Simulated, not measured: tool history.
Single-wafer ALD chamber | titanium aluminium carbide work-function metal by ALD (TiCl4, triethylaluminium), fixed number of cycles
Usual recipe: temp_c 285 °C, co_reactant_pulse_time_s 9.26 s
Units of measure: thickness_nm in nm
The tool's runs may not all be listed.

run    hour  temp_c  co_reactant_pulse_time_s  read-back reference wafer on the same gauge, thickness_nm  thickness_nm
  1     0.0     285                      9.26                                                      1.689         1.831
  2    42.6     285                      9.26                                                      1.688         1.850
      137.7  -- triethylaluminium bottle replaced
  3   321.4     285                      9.26                                                      1.687         1.833
  4   371.9     285                      6.66                                                      1.687         1.664
  5   476.1     285                      6.66                                                      1.691         1.694
  6   574.3     290                      9.26                                                      1.692         1.880
  7   618.9     290                      9.26                                                      1.689         1.890
  8   655.9     290                      9.26                                                      1.691         1.891
      700.5  -- showerhead replaced
  9   748.8     296                     10.29                                                      1.689         1.961
 10   788.6     285                     11.94                                                      1.691         1.876
 11   825.5     285                     11.94                                                      1.691         1.895
 12  1010.9     285                     11.94                                                      1.689         1.894
     1026.5  -- gauge calibrated
 13  1083.7     285                     11.07                                                      1.690         1.874
 14  1189.9     292                      9.26                                                      1.688         1.906
 15  1279.7     285                      9.26                                                      1.688         1.819
 16  1347.2     285                      9.26                                                      1.688         1.827
 17  1435.4     277                      6.70                                                      1.691         1.608
 18  1655.8     294                     12.54                                                      1.690         1.991
 19  1692.2     298                      6.91                                                      1.691         1.802
     1728.8  -- thermocouple changed; heater temperature recalibrated
     1784.4  -- triethylaluminium bottle replaced
 20  1787.2     279                      9.26                                                      1.693         1.777
 21  1869.6     296                     12.59                                                      1.690         2.018
 22  1965.5     276                     12.53                                                      1.690         1.823
 23  2022.4     299                     10.95                                                      1.688         1.992
 24  2097.9     281                     10.89                                                      1.689         1.849
 25  2186.4     285                      9.26                                                      1.688         1.828
 26  2240.7     281                     12.65                                                      1.689         1.854

List, for all runs, the conditions of the tool that the log does not record:
wafer temperature above the value expected at the setpoint (K): 0 in every run
triethylaluminium dose above that of a fresh bottle (%): 0 in every run
gauge reads high (%): 0 in every run

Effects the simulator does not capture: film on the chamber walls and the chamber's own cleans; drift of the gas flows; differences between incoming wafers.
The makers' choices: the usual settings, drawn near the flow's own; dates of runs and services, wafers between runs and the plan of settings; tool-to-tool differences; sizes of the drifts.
